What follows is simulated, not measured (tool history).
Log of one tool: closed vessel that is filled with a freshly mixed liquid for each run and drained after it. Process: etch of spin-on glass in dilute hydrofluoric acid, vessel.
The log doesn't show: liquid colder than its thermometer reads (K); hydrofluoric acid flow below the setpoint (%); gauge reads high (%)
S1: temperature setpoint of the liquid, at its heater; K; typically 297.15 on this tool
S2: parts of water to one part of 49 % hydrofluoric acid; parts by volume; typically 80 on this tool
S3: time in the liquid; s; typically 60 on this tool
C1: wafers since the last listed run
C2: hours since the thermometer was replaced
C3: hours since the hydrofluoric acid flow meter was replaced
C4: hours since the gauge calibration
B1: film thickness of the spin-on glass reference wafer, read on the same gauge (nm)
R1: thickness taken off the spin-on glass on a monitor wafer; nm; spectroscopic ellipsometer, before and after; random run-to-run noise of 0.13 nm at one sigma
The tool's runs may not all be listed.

run,hour,S1,S2,S3,C1,C2,C3,C4,B1,R1
1,0,297.15,80,75,0,2088.6,2293.2,54.4,59.98,41.35
2,26.3,297.15,80,75,3445,2114.9,2319.5,80.7,59.99,41.51
3,59.6,297.15,80,75,4362,2148.2,2352.8,114,60,41.35
4,86.8,297.15,80,40,3563,2175.4,2380,141.2,60.02,22.06
5,103.6,297.15,80,40,2200,2192.2,2396.8,158,59.96,22.01
# hour 110.2: hydrofluoric acid flow meter replaced
# hour 130.9: thermometer replaced
6,131.5,297.15,80,40,3393,0.6,21.3,185.9,59.93,25.92
7,149.2,297.15,80,60,2318,18.3,39,203.6,60,38.94
8,163.9,297.15,55,45,1925,33,53.7,218.3,60,43.78
9,179.9,295.15,45,60,2096,49,69.7,234.3,60.02,66.21
10,197.3,293.65,80,60,2279,66.4,87.1,251.7,59.95,33.55
# hour 210.3: gauge calibrated
11,211.3,293.65,80,60,1834,80.4,101.1,1,60,33.38
12,227.5,297.15,80,60,2122,96.6,117.3,17.2,60,38.63
13,249.3,300.15,90,60,2855,118.4,139.1,39,60.04,37.99
14,265.1,297.15,45,60,2069,134.2,154.9,54.8,60,71.55

3 options for the next run, each taken on its own from the tool as it stands now. Forecast them:
A,265.8,297.15,80,60,91,134.9,155.6,55.5,?,?
B,265.8,297.15,80,85,91,134.9,155.6,55.5,?,?
C,265.8,301.65,50,75,91,134.9,155.6,55.5,?,?

run,B1,R1
A,60.01,38.45
B,60.01,54.48
C,60.01,95.96
What these runs would have given with no unlogged condition in the tool:
run,R1
A,39.02
B,55.27
C,97.32

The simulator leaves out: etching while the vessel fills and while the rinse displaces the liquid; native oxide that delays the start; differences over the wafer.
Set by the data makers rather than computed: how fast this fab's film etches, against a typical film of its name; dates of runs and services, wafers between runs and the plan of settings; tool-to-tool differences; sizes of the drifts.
